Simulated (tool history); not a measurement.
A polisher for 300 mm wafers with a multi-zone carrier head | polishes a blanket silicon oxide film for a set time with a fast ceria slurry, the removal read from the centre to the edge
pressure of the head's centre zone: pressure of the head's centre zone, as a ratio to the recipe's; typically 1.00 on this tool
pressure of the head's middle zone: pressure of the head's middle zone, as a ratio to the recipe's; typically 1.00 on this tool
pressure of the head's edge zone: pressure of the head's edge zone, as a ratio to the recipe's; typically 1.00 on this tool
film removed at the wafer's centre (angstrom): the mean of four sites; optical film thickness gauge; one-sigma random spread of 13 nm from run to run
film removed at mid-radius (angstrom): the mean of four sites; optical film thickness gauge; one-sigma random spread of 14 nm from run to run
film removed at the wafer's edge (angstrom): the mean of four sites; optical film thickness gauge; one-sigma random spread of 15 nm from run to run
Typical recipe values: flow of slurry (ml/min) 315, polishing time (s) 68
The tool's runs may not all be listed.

run,hour,flow of slurry (ml/min),pressure of the head's centre zone,pressure of the head's middle zone,pressure of the head's edge zone,polishing time (s),wafers since the last listed run,wafers polished on this pad,hours since the slurry nozzle was cleaned,hours since the centre zone pressure was calibrated,hours since the edge zone pressure was calibrated,hours since the carrier head's membrane was replaced,"incoming thickness of the incoming film, nm",film removed at the wafer's centre (angstrom),film removed at mid-radius (angstrom),film removed at the wafer's edge (angstrom)
1,0.0,315,1.07,1.00,1.00,68,0,393,327.3,699.7,621.3,1018.3,3483.0,13335,12553,12747
2,35.3,315,1.07,1.00,1.00,68,306,699,362.6,735.0,656.6,1053.6,3407.2,13780,12552,12675
3,150.0,315,1.08,1.00,1.07,68,994,1694,477.3,849.7,771.3,1168.3,3440.3,12948,11605,12285
4,186.7,315,1.08,1.00,1.07,68,318,2012,514.0,886.4,808.0,1205.0,3487.1,12304,11188,12053
# hour 196.8: worn pad replaced by a new one
5,216.2,315,1.08,1.00,1.07,68,221,168,543.5,915.9,837.5,1234.5,3455.5,13850,12314,13443
# hour 228.3: centre zone pressure recalibrated
6,287.4,315,1.00,1.00,1.00,68,600,768,614.7,59.1,908.7,1305.7,3467.2,12696,12111,12448
# hour 321.9: edge zone pressure recalibrated
7,339.6,315,1.00,1.00,1.00,68,435,1204,666.9,111.3,17.7,1357.9,3514.8,12477,12146,12595
8,385.9,315,1.00,1.00,1.00,68,401,1605,713.2,157.6,64.0,1404.2,3447.7,12377,11903,12201
9,411.5,315,1.00,1.00,1.10,68,222,1827,738.8,183.2,89.6,1429.8,3479.2,11668,11583,12524
# hour 451.5: worn pad replaced by a new one
10,471.5,260,1.00,1.00,1.00,68,485,173,798.8,243.2,149.6,1489.8,3479.2,12519,11960,12640
# hour 511.5: slurry nozzle cleaned
11,525.5,315,1.10,1.03,1.12,68,459,633,14.0,297.2,203.6,1543.8,3517.7,13594,12754,13093
# hour 538.3: carrier head's membrane replaced by a new one
12,596.0,315,1.00,1.00,1.08,86,568,1201,84.5,367.7,274.1,57.7,3510.5,15435,15153,15939
13,651.1,315,1.00,0.94,1.00,47,477,1679,139.6,422.8,329.2,112.8,3448.7,8279,7578,8269
14,678.9,315,1.00,1.00,1.00,68,241,1920,167.4,450.6,357.0,140.6,3490.0,11711,11301,11445
# hour 686.8: worn pad replaced by a new one
15,725.6,315,1.06,1.00,1.00,68,370,336,214.1,497.3,403.7,187.3,3480.7,13195,12433,12674
16,793.3,315,0.89,1.10,1.08,68,587,923,281.8,565.0,471.4,255.0,3471.6,11054,12789,12732
17,824.4,315,1.00,1.00,1.00,68,269,1193,312.9,596.1,502.5,286.1,3401.5,12249,11647,12194
18,877.3,315,0.95,1.11,0.89,68,458,1652,365.8,649.0,555.4,339.0,3531.9,11282,12576,11405
19,907.4,315,1.00,1.00,1.00,68,261,1913,395.9,679.1,585.5,369.1,3476.0,11689,11275,11893
# hour 928.5: worn pad replaced by a new one
20,952.6,385,0.88,1.00,1.00,89,357,209,441.1,724.3,630.7,414.3,3402.9,15030,16727,17082
21,1003.9,315,0.88,0.89,1.00,45,444,654,492.4,775.6,682.0,465.6,3476.8,7522,7691,8403
22,1071.6,245,1.00,1.09,1.00,68,587,1241,560.1,843.3,749.7,533.3,3489.5,12222,12635,12253

4 options for the next run, each taken on its own from the tool as it stands now. Forecast them:
A,1072.1,315,1.00,1.00,1.00,68,4,1245,560.6,843.8,750.2,533.8,3505.7,?,?,?
B,1072.1,350,0.96,1.00,1.00,68,4,1245,560.6,843.8,750.2,533.8,3505.7,?,?,?
C,1072.1,315,1.00,0.88,0.89,68,4,1245,560.6,843.8,750.2,533.8,3505.7,?,?,?
D,1072.1,315,1.00,1.00,1.05,68,4,1245,560.6,843.8,750.2,533.8,3505.7,?,?,?

run,film removed at the wafer's centre (angstrom),film removed at mid-radius (angstrom),film removed at the wafer's edge (angstrom)
A,12497,12114,12445
B,12128,12208,12518
C,12488,11052,11981
D,12497,12113,12663
Had the tool no hidden state, the same runs would have come out as:
run,film removed at the wafer's centre (angstrom),film removed at mid-radius (angstrom),film removed at the wafer's edge (angstrom)
A,12939,12543,12886
B,12557,12640,12961
C,12930,11444,12406
D,12939,12542,13111
